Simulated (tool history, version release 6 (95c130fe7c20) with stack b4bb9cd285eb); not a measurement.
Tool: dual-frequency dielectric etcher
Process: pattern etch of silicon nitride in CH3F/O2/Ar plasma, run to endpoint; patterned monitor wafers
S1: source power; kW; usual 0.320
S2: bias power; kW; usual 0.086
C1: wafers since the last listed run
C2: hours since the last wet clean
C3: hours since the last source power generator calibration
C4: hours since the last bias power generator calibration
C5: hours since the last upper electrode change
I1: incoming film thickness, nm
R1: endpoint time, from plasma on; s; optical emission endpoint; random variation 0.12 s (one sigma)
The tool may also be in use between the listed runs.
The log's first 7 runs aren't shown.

run    hour     S1     S2    C1     C2      C3      C4      C5     I1    R1
  8  1012.7  0.320  0.086  1185  365.2   889.8  4081.8  2273.6  24.82  39.5
  9  1053.4  0.320  0.086   452  405.9   930.5  4122.5  2314.3  24.82  39.5
 10  1112.8  0.320  0.086   660  465.3   989.9  4181.9  2373.7  24.88  39.4
     1154.9  -- wet clean of the chamber
 11  1206.8  0.320  0.086   778   51.9  1083.9  4275.9  2467.7  24.96  39.8
     1257.2  -- upper electrode replaced
 12  1286.1  0.320  0.086   614  131.2  1163.2  4355.2    28.9  24.93  39.7
 13  1347.9  0.380  0.086   687  193.0  1225.0  4417.0    90.7  25.13  37.6
 14  1422.9  0.320  0.086   833  268.0  1300.0  4492.0   165.7  24.78  39.6
     1456.5  -- bias power generator calibrated
 15  1525.1  0.280  0.094  1091  370.2  1402.2    68.6   267.9  24.72  39.1
 16  1626.3  0.370  0.097  1125  471.4  1503.4   169.8   369.1  24.76  35.8
 17  1714.3  0.240  0.104   978  559.4  1591.4   257.8   457.1  24.50  39.4
     1740.4  -- wet clean of the chamber
 18  1797.9  0.390  0.070   662   57.5  1675.0   341.4   540.7  24.65  38.6
 19  1885.0  0.320  0.086   968  144.6  1762.1   428.5   627.8  24.61  38.6
 20  1929.6  0.260  0.092   495  189.2  1806.7   473.1   672.4  24.97  40.9
 21  1993.4  0.390  0.070   709  253.0  1870.5   536.9   736.2  24.74  38.8
 22  2081.1  0.320  0.086   975  340.7  1958.2   624.6   823.9  24.62  38.8
 23  2117.7  0.290  0.068   406  377.3  1994.8   661.2   860.5  24.96  43.6
     2180.5  -- source power generator calibrated
     2212.2  -- wet clean of the chamber
 24  2212.7  0.270  0.072   745    0.5    32.2   756.2   955.5  24.97  43.6
 25  2288.1  0.260  0.080   838   75.9   107.6   831.6  1030.9  25.17  42.9
 26  2392.7  0.260  0.092  1163  180.5   212.2   936.2  1135.5  24.89  40.6
 27  2488.5  0.270  0.104  1065  276.3   308.0  1032.0  1231.3  24.94  38.6
 28  2573.7  0.320  0.086   947  361.5   393.2  1117.2  1316.5  24.91  38.9
 29  2618.5  0.380  0.065   498  406.3   438.0  1162.0  1361.3  24.83  39.9
 30  2682.5  0.380  0.067   711  470.3   502.0  1226.0  1425.3  24.74  39.6
 31  2771.2  0.320  0.086   986  559.0   590.7  1314.7  1514.0  24.58  38.5

3 ways to go on from here, each from the tool as it stands after run 31. What would each give?
  A  2771.6  0.320  0.105   4  559.4  591.1  1315.1  1514.4  24.75   ?
  B  2771.6  0.250  0.103   4  559.4  591.1  1315.1  1514.4  24.75   ?
  C  2771.6  0.250  0.104   4  559.4  591.1  1315.1  1514.4  24.75   ?

run    R1
  A  36.3
  B  39.4
  C  39.2
Without the tool's hidden state the same runs would have given:
run    R1
  A  36.2
  B  39.3
  C  39.2
